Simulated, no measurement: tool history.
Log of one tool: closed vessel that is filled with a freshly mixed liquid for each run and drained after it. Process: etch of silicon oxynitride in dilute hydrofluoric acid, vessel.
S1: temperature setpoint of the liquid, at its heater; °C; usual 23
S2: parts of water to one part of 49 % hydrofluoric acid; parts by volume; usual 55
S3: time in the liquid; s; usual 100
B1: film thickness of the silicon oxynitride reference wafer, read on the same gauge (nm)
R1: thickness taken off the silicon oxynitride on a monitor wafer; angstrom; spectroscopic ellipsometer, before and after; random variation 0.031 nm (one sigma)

{"run": 1, "hour": 0.0, "S1": 21.5, "S2": 55, "S3": 70, "B1": 29.807, "R1": 25.8}
{"run": 2, "hour": 40.7, "S1": 21.5, "S2": 55, "S3": 70, "B1": 29.765, "R1": 25.96}
{"run": 3, "hour": 82.5, "S1": 21.5, "S2": 55, "S3": 70, "B1": 29.721, "R1": 25.47}
{"hour": 88.6, "done": "hydrofluoric acid flow meter replaced"}
{"run": 4, "hour": 106.9, "S1": 23, "S2": 40, "S3": 100, "B1": 29.695, "R1": 54.44}
{"run": 5, "hour": 131.5, "S1": 23, "S2": 55, "S3": 125, "B1": 29.658, "R1": 49.66}
{"run": 6, "hour": 195.6, "S1": 23, "S2": 55, "S3": 125, "B1": 29.583, "R1": 49.01}
{"run": 7, "hour": 248.0, "S1": 23, "S2": 55, "S3": 125, "B1": 29.513, "R1": 49.23}
{"run": 8, "hour": 278.8, "S1": 23, "S2": 55, "S3": 100, "B1": 29.457, "R1": 39.4}
{"run": 9, "hour": 345.1, "S1": 23, "S2": 55, "S3": 100, "B1": 29.354, "R1": 38.97}
{"run": 10, "hour": 378.2, "S1": 23, "S2": 55, "S3": 125, "B1": 29.291, "R1": 49.05}
{"run": 11, "hour": 437.4, "S1": 23, "S2": 55, "S3": 150, "B1": 29.17, "R1": 58.08}
{"hour": 492.1, "done": "hydrofluoric acid flow meter replaced"}
{"run": 12, "hour": 502.3, "S1": 26.5, "S2": 75, "S3": 120, "B1": 29.039, "R1": 38.91}
{"hour": 507.4, "done": "gauge calibrated"}
{"run": 13, "hour": 533.1, "S1": 23, "S2": 55, "S3": 125, "B1": 30.051, "R1": 50.18}
{"hour": 585.5, "done": "thermometer replaced"}
{"run": 14, "hour": 595.4, "S1": 26, "S2": 30, "S3": 50, "B1": 30.032, "R1": 43.41}
{"run": 15, "hour": 628.8, "S1": 20.5, "S2": 55, "S3": 100, "B1": 30.022, "R1": 35.46}
{"run": 16, "hour": 686.2, "S1": 27.5, "S2": 55, "S3": 100, "B1": 29.986, "R1": 49.94}
{"run": 17, "hour": 736.3, "S1": 23, "S2": 45, "S3": 65, "B1": 29.977, "R1": 31.72}
{"run": 18, "hour": 774.5, "S1": 25.5, "S2": 75, "S3": 60, "B1": 29.932, "R1": 19.22}
{"run": 19, "hour": 830.5, "S1": 23, "S2": 55, "S3": 125, "B1": 29.887, "R1": 49.72}

Measured less the same run without the tool's hidden state. The same run-to-run variation is in both; the gauge's scatter may not be:
The hidden state here: liquid hotter than its thermometer reads (K); hydrofluoric acid flow below the setpoint (%); gauge reads high (%).
run=1 R1=-0.17
run=2 R1=-0.2
run=3 R1=-0.24
run=4 R1=-0.55
run=5 R1=-0.55
run=6 R1=-0.68
run=7 R1=-0.82
run=8 R1=-0.71
run=9 R1=-0.87
run=10 R1=-1.2
run=11 R1=-1.66
run=12 R1=-1.31
run=13 R1=+0.07
run=14 R1=+0.04
run=15 R1=+0.02
run=16 R1=-0.01
run=17 R1=-0.04
run=18 R1=-0.04
run=19 R1=-0.19
